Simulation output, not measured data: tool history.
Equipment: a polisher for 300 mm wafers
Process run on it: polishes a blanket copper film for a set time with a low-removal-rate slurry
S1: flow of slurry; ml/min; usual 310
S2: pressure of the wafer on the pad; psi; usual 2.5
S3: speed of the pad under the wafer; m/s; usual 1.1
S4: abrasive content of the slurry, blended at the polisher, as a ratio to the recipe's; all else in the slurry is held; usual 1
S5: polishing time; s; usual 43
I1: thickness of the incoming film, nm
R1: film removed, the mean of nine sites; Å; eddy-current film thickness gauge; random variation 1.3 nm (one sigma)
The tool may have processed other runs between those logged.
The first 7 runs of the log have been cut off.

Run 8, day 21.846: usual settings but S2 1.9 psi; I1 852.2. Result: R1 616 Å.
At day 24.767: slurry blender recalibrated.
Run 9, day 24.788: usual settings; I1 853.2. Result: R1 859 Å.
At day 25.879: worn pad replaced by a new one.
Run 10, day 26.621: usual settings; I1 873.2. Result: R1 956 Å.
At day 27.258: slurry nozzle cleaned.
Run 11, day 29.246: usual settings; I1 856.5. Result: R1 930 Å.
Run 12, day 30.925: usual settings but S1 270 ml/min, S2 1.8 psi, S3 1.38 m/s, S5 56 s; I1 856.7. Result: R1 1058 Å.
Run 13, day 32.908: usual settings; I1 861.6. Result: R1 931 Å.
At day 33.158: head pressure recalibrated.
Run 14, day 43.888: usual settings but S1 350 ml/min; I1 863.4. Result: R1 836 Å.
Run 15, day 45.546: usual settings but S3 0.78 m/s, S4 1.2, S5 54 s; I1 857.6. Result: R1 841 Å.
At day 50.058: slurry blender recalibrated.
At day 51.988: worn pad replaced by a new one.
Run 16, day 53.512: usual settings but S1 350 ml/min, S2 2.2 psi, S3 1 m/s, S5 54 s; I1 859.7. Result: R1 997 Å.
At day 54.454: slurry nozzle cleaned.
Run 17, day 55.879: usual settings; I1 852.4. Result: R1 921 Å.
At day 57.967: head pressure recalibrated.
Run 18, day 58: usual settings; I1 853.4. Result: R1 931 Å.
Run 19, day 59.517: usual settings; I1 868.2. Result: R1 948 Å.
Run 20, day 63.996: usual settings but S1 235 ml/min, S2 1.9 psi; I1 868.1. Result: R1 665 Å.
Run 21, day 68.058: usual settings but S4 0.8; I1 870.5. Result: R1 807 Å.
Run 22, day 70.783: usual settings; I1 866.6. Result: R1 843 Å.
At day 71.471: slurry blender recalibrated.
Run 23, day 72.821: usual settings but S5 32 s; I1 875.2. Result: R1 672 Å.
At day 73.667: worn pad replaced by a new one.
Run 24, day 74.796: usual settings; I1 860.5. Result: R1 964 Å.
Run 25, day 76.775: usual settings; I1 853.6. Result: R1 964 Å.
At day 78.638: slurry nozzle cleaned.
At day 80.617: head pressure recalibrated.
Run 26, day 86.696: usual settings; I1 860.2. Result: R1 906 Å.
Run 27, day 91.121: usual settings but S3 1.36 m/s, S5 36 s; I1 859.6. Result: R1 843 Å.
Run 28, day 92.879: usual settings but S1 420 ml/min, S2 2.8 psi; I1 852.5. Result: R1 974 Å.
Run 29, day 95.617: usual settings but S2 1.9 psi, S5 37 s; I1 876.7. Result: R1 544 Å.
At day 96.254: slurry blender recalibrated.
Run 30, day 98.262: usual settings but S1 230 ml/min, S4 1.1; I1 868.7. Result: R1 873 Å.
At day 100.096: worn pad replaced by a new one.
Run 31, day 100.233: usual settings but S2 2.2 psi, S5 38 s; I1 859.9. Result: R1 739 Å.

3 ways to go on from here, each from the tool as it stands after run 31. What would each give?
Run A, day 100.25: usual settings but S1 270 ml/min; I1 866.7. Result: R1 ?.
Run B, day 100.25: usual settings but S3 0.88 m/s; I1 866.7. Result: R1 ?.
Run C, day 100.25: usual settings but S1 395 ml/min, S5 34 s; I1 866.7. Result: R1 ?.

run   R1
  A  951
  B  814
  C  778
What these runs would have given with no unlogged condition in the tool:
run   R1
  A  981
  B  839
  C  803
